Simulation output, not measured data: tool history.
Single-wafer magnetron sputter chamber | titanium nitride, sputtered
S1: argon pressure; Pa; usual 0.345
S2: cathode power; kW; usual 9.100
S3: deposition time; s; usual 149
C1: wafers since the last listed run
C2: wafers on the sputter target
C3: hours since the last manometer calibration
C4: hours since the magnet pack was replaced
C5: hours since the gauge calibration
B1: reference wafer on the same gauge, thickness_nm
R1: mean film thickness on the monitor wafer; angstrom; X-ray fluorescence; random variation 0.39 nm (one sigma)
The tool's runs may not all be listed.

run	day	S1	S2	S3	C1	C2	C3	C4	C5	B1	R1
1	0.000	0.317	9.100	149	0	2517	1157.7	6461.6	121.4	215.067	2608.86
2	0.608	0.317	9.100	149	173	2690	1172.3	6476.2	136.0	214.900	2608.86
3	4.908	0.317	9.100	149	1224	3915	1275.5	6579.4	239.2	215.158	2610.85
4	5.483	0.244	9.100	149	163	4079	1289.3	6593.2	253.0	215.055	2656.24
5	6.888	0.244	9.100	149	399	4479	1323.0	6626.9	286.7	214.930	2660.71
6	7.488	0.345	9.100	149	170	4650	1337.4	6641.3	301.1	215.017	2587.19
7	8.571	0.345	9.100	149	308	4958	1363.4	6667.3	327.1	215.002	2579.78
8	9.450	0.345	8.450	149	250	5209	1384.5	6688.4	348.2	215.084	2407.80
9	10.529	0.345	8.450	149	307	5516	1410.4	6714.3	374.1	215.072	2408.66
10	11.325	0.345	8.450	149	226	5743	1429.5	6733.4	393.2	214.842	2407.78
11	12.388	0.345	9.100	149	302	6046	1455.0	6758.9	418.7	215.090	2576.92
12	13.429	0.345	9.100	149	296	6342	1480.0	6783.9	443.7	214.956	2581.04
13	14.458	0.300	9.100	149	293	6635	1504.7	6808.6	468.4	214.973	2612.48
14	15.575	0.300	9.100	149	318	6953	1531.5	6835.4	495.2	214.898	2605.36
15	16.346	0.345	9.100	138	219	7173	1550.0	6853.9	513.7	214.925	2390.15
16	17.200	0.345	9.100	138	243	7416	1570.5	6874.4	534.2	215.111	2402.11
# day 18.146: magnet pack replaced
17	18.508	0.465	7.850	121	277	7694	1601.9	8.7	565.6	214.961	1766.63
18	19.200	0.345	10.950	149	197	7891	1618.5	25.3	582.2	214.951	3093.19
19	20.621	0.345	7.550	149	404	8296	1652.6	59.4	616.3	215.137	2163.79
20	21.612	0.446	9.100	164	282	8578	1676.4	83.2	640.1	214.934	2776.18
21	22.675	0.345	9.100	131	302	8881	1701.9	108.7	665.6	214.960	2265.43
# day 23.446: sputter target and shields replaced
22	23.658	0.345	9.100	160	185	60	1725.5	132.3	689.2	214.946	2802.24
23	24.504	0.345	9.100	149	240	301	1745.8	152.6	709.5	214.892	2614.18
# day 24.679: gauge calibrated
24	25.988	0.345	8.450	149	422	724	1781.4	188.2	31.4	214.968	2424.88
# day 26.412: capacitance manometer re-zeroed and calibrated
25	27.246	0.345	9.100	149	263	987	20.0	218.4	61.6	215.213	2564.82
26	28.233	0.345	8.450	164	281	1269	43.7	242.1	85.3	215.182	2623.99
27	29.371	0.300	9.100	149	324	1593	71.0	269.4	112.6	215.028	2589.16
28	30.450	0.444	9.100	176	307	1900	96.9	295.3	138.5	215.103	2948.79
29	31.646	0.345	10.250	135	340	2241	125.6	324.0	167.2	214.969	2600.35
30	32.388	0.437	9.100	166	211	2452	143.4	341.8	185.0	215.041	2784.23
31	33.125	0.434	7.150	177	210	2662	161.1	359.5	202.7	214.827	2351.09
32	34.421	0.345	9.100	149	369	3031	192.2	390.6	233.8	214.949	2556.04
33	35.888	0.482	7.600	159	417	3449	227.4	425.8	269.0	214.985	2212.46

3 ways to go on from here, each from the tool as it stands after run 33. What would each give?
A	35.904	0.345	9.100	173	4	3453	227.8	426.2	269.4	?	?
B	35.904	0.345	9.100	122	4	3453	227.8	426.2	269.4	?	?
C	35.904	0.440	10.350	128	4	3453	227.8	426.2	269.4	?	?

run	B1	R1
A	214.910	2966.36
B	214.910	2091.88
C	214.910	2421.09
Without the tool's hidden state the same runs would have given:
run	R1
A	2985.76
B	2105.57
C	2436.69

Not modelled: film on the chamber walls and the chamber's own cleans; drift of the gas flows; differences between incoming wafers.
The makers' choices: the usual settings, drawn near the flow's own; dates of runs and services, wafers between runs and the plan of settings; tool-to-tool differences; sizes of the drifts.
